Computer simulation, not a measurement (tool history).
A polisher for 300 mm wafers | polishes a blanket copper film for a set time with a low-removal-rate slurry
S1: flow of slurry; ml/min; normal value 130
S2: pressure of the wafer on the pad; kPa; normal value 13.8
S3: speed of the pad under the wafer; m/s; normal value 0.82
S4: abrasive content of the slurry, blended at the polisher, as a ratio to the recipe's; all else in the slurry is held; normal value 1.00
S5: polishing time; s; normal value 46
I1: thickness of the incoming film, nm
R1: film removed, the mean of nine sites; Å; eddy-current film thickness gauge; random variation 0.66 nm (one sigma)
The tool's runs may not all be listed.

run   hour   S1    S2    S3    S4  S5      I1    R1
  1    0.0  130  13.8  0.82  1.00  46  1016.9   709
      12.7  -- slurry nozzle cleaned
      13.9  -- worn pad replaced by a new one
  2   36.0  130  13.8  0.82  1.00  46   992.5   760
  3   56.5  130  13.8  0.82  1.00  46  1016.6   745
  4   69.2  130  13.8  0.82  1.00  49  1001.8   780
  5   89.7  130  13.8  0.82  1.00  49  1008.0   771
  6  109.0  130  13.8  0.82  1.00  49   995.9   758
  7  131.4  130  13.8  0.82  1.00  46   998.6   709
  8  161.7  130  13.8  0.82  0.80  46   990.3   653
  9  191.6  130  13.8  0.82  0.80  46  1017.7   645
     200.8  -- worn pad replaced by a new one
 10  213.8  130  13.8  0.82  0.80  46   993.1   679
     296.2  -- head pressure recalibrated
     298.3  -- slurry nozzle cleaned
 11  315.2  130  13.8  0.82  1.00  46  1000.8   695
 12  342.8  130  13.8  0.82  1.00  46  1005.1   680
     383.9  -- worn pad replaced by a new one
     439.5  -- slurry blender recalibrated
 13  440.0   95  13.8  0.82  1.00  46   989.5   729
 14  456.2  130  13.8  0.82  1.00  46  1003.7   774
 15  489.0  145  13.8  0.90  0.75  57  1003.7   979
 16  517.5  130  12.4  0.82  1.00  34  1004.4   481
 17  538.7  130  13.8  0.82  1.00  46   983.6   714
     585.0  -- slurry nozzle cleaned
     610.9  -- worn pad replaced by a new one
 18  624.3  130  16.5  0.70  0.75  55   996.1   838
 19  643.5  100  10.3  0.56  0.85  46  1007.3   341
 20  658.1  130  13.8  1.02  1.00  58   999.2  1141
 21  672.2  130  13.8  0.82  1.00  46  1000.1   721
     679.4  -- head pressure recalibrated
 22  704.7  130  13.8  0.82  1.00  46   996.6   707
 23  740.6  130  13.8  0.82  1.00  46   987.6   698
 24  769.9   85  13.8  0.82  1.00  46  1001.0   613
 25  794.7  130  13.8  0.82  1.00  46   992.0   672
     817.0  -- slurry nozzle cleaned
 26  820.3  130  13.8  0.82  1.00  46   999.5   654
     833.2  -- worn pad replaced by a new one
 27  839.1  130  13.8  0.82  1.20  46   991.8   755
 28  852.8  175  13.8  0.82  1.00  55   988.1   897
 29  869.4  105  16.5  0.82  1.00  37   999.4   650

Predict each of these 5 candidate next runs independently; none follows another, all start after run 29:
  A  869.8  130  13.8  0.82  1.00  46  982.8   ?
  B  869.8  150  13.8  0.82  1.00  37  982.8   ?
  C  869.8   90  16.5  0.96  1.00  46  982.8   ?
  D  869.8   85  13.8  0.82  1.00  42  982.8   ?
  E  869.8  130  13.8  1.00  1.00  33  982.8   ?

run   R1
  A  710
  B  587
  C  902
  D  578
  E  621
Stripped of hidden state, with their random variation kept, the same runs would have yielded:
run    R1
  A   796
  B   659
  C  1012
  D   649
  E   697

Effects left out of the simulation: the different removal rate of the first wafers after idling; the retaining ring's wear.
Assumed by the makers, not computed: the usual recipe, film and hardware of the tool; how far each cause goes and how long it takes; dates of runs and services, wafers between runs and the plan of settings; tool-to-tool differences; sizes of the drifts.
